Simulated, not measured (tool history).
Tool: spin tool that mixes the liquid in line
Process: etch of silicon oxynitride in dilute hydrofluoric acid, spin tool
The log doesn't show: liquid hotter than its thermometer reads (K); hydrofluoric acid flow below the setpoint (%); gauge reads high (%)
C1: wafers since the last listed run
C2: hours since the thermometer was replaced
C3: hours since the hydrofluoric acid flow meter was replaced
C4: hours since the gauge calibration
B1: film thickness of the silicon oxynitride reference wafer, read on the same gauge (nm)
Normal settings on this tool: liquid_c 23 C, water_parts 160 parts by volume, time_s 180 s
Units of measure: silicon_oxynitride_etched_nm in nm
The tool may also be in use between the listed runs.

run 1 day=0 | liquid_c=23 water_parts=160 time_s=215 | C1=0 C2=1361.3 C3=873.8 C4=397.4 | B1=60.011 | silicon_oxynitride_etched_nm=1.709
run 2 day=2.125 | liquid_c=23 water_parts=160 time_s=180 | C1=290 C2=1412.3 C3=924.8 C4=448.4 | B1=60.01 | silicon_oxynitride_etched_nm=1.522
run 3 day=6.608 | liquid_c=23 water_parts=160 time_s=180 | C1=612 C2=1519.9 C3=1032.4 C4=556 | B1=60 | silicon_oxynitride_etched_nm=1.459
run 4 day=10.675 | liquid_c=21 water_parts=160 time_s=235 | C1=555 C2=1617.5 C3=1130 C4=653.6 | B1=59.985 | silicon_oxynitride_etched_nm=1.7
run 5 day=14.379 | liquid_c=21 water_parts=160 time_s=235 | C1=505 C2=1706.4 C3=1218.9 C4=742.5 | B1=59.994 | silicon_oxynitride_etched_nm=1.812
run 6 day=18.679 | liquid_c=23 water_parts=120 time_s=180 | C1=587 C2=1809.6 C3=1322.1 C4=845.7 | B1=60.019 | silicon_oxynitride_etched_nm=2.039
run 7 day=21.188 | liquid_c=23 water_parts=160 time_s=180 | C1=342 C2=1869.8 C3=1382.3 C4=905.9 | B1=59.969 | silicon_oxynitride_etched_nm=1.524
run 8 day=23.292 | liquid_c=23 water_parts=160 time_s=180 | C1=287 C2=1920.3 C3=1432.8 C4=956.4 | B1=59.99 | silicon_oxynitride_etched_nm=1.55
-- day=24.808 thermometer replaced
run 9 day=24.825 | liquid_c=23 water_parts=160 time_s=180 | C1=203 C2=0.4 C3=1469.6 C4=993.2 | B1=60 | silicon_oxynitride_etched_nm=1.36
-- day=27.75 hydrofluoric acid flow meter replaced
run 10 day=28.554 | liquid_c=23 water_parts=140 time_s=205 | C1=503 C2=89.9 C3=19.3 C4=1082.7 | B1=59.985 | silicon_oxynitride_etched_nm=1.792
run 11 day=32.396 | liquid_c=23 water_parts=140 time_s=205 | C1=524 C2=182.1 C3=111.5 C4=1174.9 | B1=60.002 | silicon_oxynitride_etched_nm=1.819
run 12 day=36.046 | liquid_c=23 water_parts=160 time_s=180 | C1=498 C2=269.7 C3=199.1 C4=1262.5 | B1=60.009 | silicon_oxynitride_etched_nm=1.363
run 13 day=39.35 | liquid_c=18.5 water_parts=100 time_s=215 | C1=451 C2=349 C3=278.4 C4=1341.8 | B1=60.011 | silicon_oxynitride_etched_nm=2.238
run 14 day=43.208 | liquid_c=25.5 water_parts=140 time_s=250 | C1=526 C2=441.6 C3=371 C4=1434.4 | B1=59.989 | silicon_oxynitride_etched_nm=2.597
run 15 day=46.104 | liquid_c=27.5 water_parts=85 time_s=80 | C1=395 C2=511.1 C3=440.5 C4=1503.9 | B1=60.008 | silicon_oxynitride_etched_nm=1.576
run 16 day=48.896 | liquid_c=23 water_parts=160 time_s=180 | C1=381 C2=578.1 C3=507.5 C4=1570.9 | B1=59.981 | silicon_oxynitride_etched_nm=1.445
run 17 day=51.517 | liquid_c=24.5 water_parts=220 time_s=290 | C1=357 C2=641 C3=570.4 C4=1633.8 | B1=59.988 | silicon_oxynitride_etched_nm=1.771
run 18 day=55.858 | liquid_c=23 water_parts=160 time_s=180 | C1=592 C2=745.2 C3=674.6 C4=1738 | B1=60.002 | silicon_oxynitride_etched_nm=1.409
-- day=59.804 gauge calibrated
run 19 day=60.008 | liquid_c=23 water_parts=195 time_s=180 | C1=566 C2=844.8 C3=774.2 C4=4.9 | B1=59.998 | silicon_oxynitride_etched_nm=1.128
run 20 day=64.25 | liquid_c=23 water_parts=110 time_s=210 | C1=579 C2=946.6 C3=876 C4=106.7 | B1=60.01 | silicon_oxynitride_etched_nm=2.582
run 21 day=65.825 | liquid_c=24.5 water_parts=220 time_s=290 | C1=215 C2=984.4 C3=913.8 C4=144.5 | B1=60.001 | silicon_oxynitride_etched_nm=1.681
run 22 day=67.338 | liquid_c=25.5 water_parts=95 time_s=250 | C1=206 C2=1020.7 C3=950.1 C4=180.8 | B1=60.01 | silicon_oxynitride_etched_nm=4.063
run 23 day=70.012 | liquid_c=23 water_parts=105 time_s=255 | C1=365 C2=1084.9 C3=1014.3 C4=245 | B1=59.997 | silicon_oxynitride_etched_nm=3.253
run 24 day=71.846 | liquid_c=23 water_parts=115 time_s=250 | C1=250 C2=1128.9 C3=1058.3 C4=289 | B1=59.994 | silicon_oxynitride_etched_nm=2.861
run 25 day=74.158 | liquid_c=23 water_parts=105 time_s=180 | C1=315 C2=1184.4 C3=1113.8 C4=344.5 | B1=60.009 | silicon_oxynitride_etched_nm=2.347
run 26 day=76.704 | liquid_c=23 water_parts=160 time_s=180 | C1=347 C2=1245.5 C3=1174.9 C4=405.6 | B1=59.995 | silicon_oxynitride_etched_nm=1.483
run 27 day=78.929 | liquid_c=27.5 water_parts=160 time_s=180 | C1=303 C2=1298.9 C3=1228.3 C4=459 | B1=59.972 | silicon_oxynitride_etched_nm=1.833
run 28 day=81.033 | liquid_c=23 water_parts=160 time_s=270 | C1=287 C2=1349.4 C3=1278.8 C4=509.5 | B1=59.988 | silicon_oxynitride_etched_nm=2.143
run 29 day=83.292 | liquid_c=23 water_parts=160 time_s=180 | C1=308 C2=1403.6 C3=1333 C4=563.7 | B1=60.016 | silicon_oxynitride_etched_nm=1.441
run 30 day=86.342 | liquid_c=26 water_parts=220 time_s=235 | C1=416 C2=1476.8 C3=1406.2 C4=636.9 | B1=59.993 | silicon_oxynitride_etched_nm=1.59
run 31 day=88.508 | liquid_c=23 water_parts=160 time_s=180 | C1=295 C2=1528.8 C3=1458.2 C4=688.9 | B1=60 | silicon_oxynitride_etched_nm=1.53
run 32 day=92.321 | liquid_c=21.5 water_parts=125 time_s=85 | C1=520 C2=1620.3 C3=1549.7 C4=780.4 | B1=59.98 | silicon_oxynitride_etched_nm=0.852
-- day=94.258 hydrofluoric acid flow meter replaced
run 33 day=95.404 | liquid_c=23 water_parts=200 time_s=180 | C1=415 C2=1694.3 C3=27.5 C4=854.4 | B1=59.996 | silicon_oxynitride_etched_nm=1.201

What differs in the tool's unlogged condition from the final listed run ahead of each entry between runs to the first listed run following it?
After run 8, before run 9: thermometer replaced (day 24.808)
  liquid hotter than its thermometer reads (K): 2.34 -> 0.458
  measured less the result without the state, silicon_oxynitride_etched_nm: +0.157 -> +0.029 nm
After run 9, before run 10: hydrofluoric acid flow meter replaced (day 27.75)
  liquid hotter than its thermometer reads (K): 0.458 -> 0.558
  measured less the result without the state, silicon_oxynitride_etched_nm: +0.029 -> +0.046 nm
After run 18, before run 19: gauge calibrated (day 59.804)
  liquid hotter than its thermometer reads (K): 1.29 -> 1.4
  measured less the result without the state, silicon_oxynitride_etched_nm: +0.081 -> +0.069 nm
After run 32, before run 33: hydrofluoric acid flow meter replaced (day 94.258)
  liquid hotter than its thermometer reads (K): 2.26 -> 2.35
  measured less the result without the state, silicon_oxynitride_etched_nm: +0.086 -> +0.119 nm

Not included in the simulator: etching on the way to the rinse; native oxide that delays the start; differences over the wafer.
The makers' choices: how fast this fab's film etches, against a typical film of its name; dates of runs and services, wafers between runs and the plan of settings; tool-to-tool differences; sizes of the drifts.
